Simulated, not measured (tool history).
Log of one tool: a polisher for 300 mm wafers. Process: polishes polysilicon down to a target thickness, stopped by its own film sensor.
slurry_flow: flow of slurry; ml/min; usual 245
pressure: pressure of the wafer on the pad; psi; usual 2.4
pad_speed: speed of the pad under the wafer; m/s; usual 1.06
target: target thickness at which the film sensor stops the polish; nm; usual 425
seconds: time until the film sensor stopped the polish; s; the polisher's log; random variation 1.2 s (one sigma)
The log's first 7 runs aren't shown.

| run | day | slurry_flow | pressure | pad_speed | target | incoming thickness of the incoming film, nm | seconds |
|---|---|---|---|---|---|---|---|
| 8 | 15.179 | 245 | 2 | 1.06 | 425 | 1118.3 | 147.8 |
| 9 | 17.154 | 245 | 2 | 1.06 | 425 | 1122.9 | 148.2 |
| 10 | 18.546 | 245 | 2 | 1.06 | 425 | 1128.5 | 150.4 |
| 11 | 19.925 | 245 | 2.4 | 1.06 | 425 | 1117.9 | 132.6 |
| 12 | 22.217 | 245 | 2.4 | 1.06 | 425 | 1142.7 | 136.5 |
|  | 24.104 | slurry nozzle cleaned, repeated, since the last time left the tool worse |
| 13 | 25.15 | 245 | 1.8 | 1.06 | 425 | 1117 | 140.7 |
|  | 26.208 | worn pad replaced by a new one |
| 14 | 26.658 | 245 | 2.4 | 0.86 | 425 | 1144.2 | 146.2 |
| 15 | 28.008 | 245 | 2.4 | 0.86 | 425 | 1120 | 144.6 |
| 16 | 29.404 | 245 | 2.4 | 0.86 | 425 | 1137.9 | 144.3 |
| 17 | 32.679 | 195 | 2.4 | 0.8 | 255 | 1134.6 | 203.2 |
|  | 33.521 | head pressure recalibrated |
| 18 | 34.704 | 245 | 2.4 | 1.06 | 425 | 1149.9 | 125.1 |
| 19 | 36.925 | 245 | 2.4 | 1.06 | 425 | 1140.8 | 118.2 |
| 20 | 38.404 | 215 | 2.8 | 0.7 | 188 | 1145 | 224.4 |
| 21 | 40.3 | 215 | 2.4 | 1.24 | 425 | 1134.9 | 104.4 |
| 22 | 41.317 | 175 | 3 | 1.28 | 425 | 1137.6 | 90.1 |
|  | 42.688 | slurry nozzle cleaned |
|  | 43.917 | worn pad replaced by a new one |
| 23 | 44.083 | 245 | 2.8 | 1.06 | 425 | 1129.8 | 106.3 |
| 24 | 45.354 | 245 | 2.4 | 1.06 | 425 | 1115.6 | 114 |

Run 25 comes next. What will it give?
| 25 | 46.475 | 245 | 2.4 | 1.06 | 425 | 1130.7 | ? |

Run 25 gave seconds 119.1 s.
Without the tool's hidden state the same run would have given seconds 117.3 s.
